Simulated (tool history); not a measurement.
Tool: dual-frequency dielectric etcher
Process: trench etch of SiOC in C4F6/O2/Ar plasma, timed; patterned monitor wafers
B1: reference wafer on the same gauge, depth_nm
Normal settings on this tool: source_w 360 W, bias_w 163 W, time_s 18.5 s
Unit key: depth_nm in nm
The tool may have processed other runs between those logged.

Run 1, hour 0.0: usual settings; B1 36.58. Result: depth_nm 34.65 nm.
Run 2, hour 14.6: usual settings; B1 36.58. Result: depth_nm 34.60 nm.
Run 3, hour 31.5: usual settings but time_s 16.5 s; B1 36.59. Result: depth_nm 30.82 nm.
Run 4, hour 47.9: usual settings but time_s 16.5 s; B1 36.58. Result: depth_nm 30.72 nm.
Run 5, hour 54.0: usual settings; B1 36.62. Result: depth_nm 34.58 nm.
Run 6, hour 66.2: usual settings; B1 36.59. Result: depth_nm 34.61 nm.
Run 7, hour 79.7: usual settings; B1 36.59. Result: depth_nm 34.62 nm.
Run 8, hour 94.4: usual settings; B1 36.63. Result: depth_nm 34.56 nm.
Run 9, hour 109.2: usual settings; B1 36.58. Result: depth_nm 34.71 nm.
Run 10, hour 116.4: usual settings; B1 36.63. Result: depth_nm 34.63 nm.
At hour 146.1: upper electrode replaced.
Run 11, hour 146.6: usual settings but time_s 22.0 s; B1 36.59. Result: depth_nm 41.23 nm.
Run 12, hour 146.9: usual settings; B1 36.60. Result: depth_nm 34.67 nm.
Run 13, hour 159.0: usual settings; B1 36.59. Result: depth_nm 34.61 nm.
At hour 166.8: gauge calibrated.
Run 14, hour 171.6: usual settings; B1 36.56. Result: depth_nm 34.65 nm.
Run 15, hour 188.0: usual settings but source_w 320 W, bias_w 136 W, time_s 16.5 s; B1 36.58. Result: depth_nm 28.79 nm.
Run 16, hour 196.6: usual settings but source_w 430 W, bias_w 124 W; B1 36.61. Result: depth_nm 34.27 nm.
At hour 218.5: bias power generator calibrated.
At hour 220.5: source power generator calibrated.
At hour 223.4: wet clean of the chamber.
Run 17, hour 223.9: usual settings; B1 36.58. Result: depth_nm 34.62 nm.
Run 18, hour 224.9: usual settings but source_w 290 W, bias_w 199 W, time_s 22.5 s; B1 36.61. Result: depth_nm 41.75 nm.
Run 19, hour 238.5: usual settings but bias_w 194 W, time_s 23.5 s; B1 36.61. Result: depth_nm 45.71 nm.
Run 20, hour 245.9: usual settings but time_s 21.0 s; B1 36.62. Result: depth_nm 39.21 nm.
Run 21, hour 253.8: usual settings but bias_w 135 W; B1 36.59. Result: depth_nm 33.23 nm.
Run 22, hour 265.6: usual settings but source_w 320 W, bias_w 181 W; B1 36.59. Result: depth_nm 34.51 nm.
Run 23, hour 281.8: usual settings but source_w 310 W, bias_w 204 W, time_s 17.0 s; B1 36.57. Result: depth_nm 32.39 nm.
Run 24, hour 299.6: usual settings but source_w 310 W; B1 36.61. Result: depth_nm 33.31 nm.
Run 25, hour 315.4: usual settings; B1 36.59. Result: depth_nm 34.73 nm.
At hour 362.2: gauge calibrated.
Run 26, hour 365.1: usual settings but source_w 310 W, time_s 20.5 s; B1 36.59. Result: depth_nm 36.95 nm.
Run 27, hour 378.0: usual settings; B1 36.61. Result: depth_nm 34.64 nm.
Run 28, hour 394.2: usual settings; B1 36.58. Result: depth_nm 34.63 nm.
Run 29, hour 401.8: usual settings but source_w 400 W, time_s 16.0 s; B1 36.60. Result: depth_nm 30.80 nm.

Run-by-run hidden state of the tool:
etch rate over this chamber's usual, %: 0 across all the runs
source power that arrives over what is set, %: 0 across all the runs
bias power that arrives over what is set, %: 0 across all the runs
gauge reads high (%): 0 across all the runs
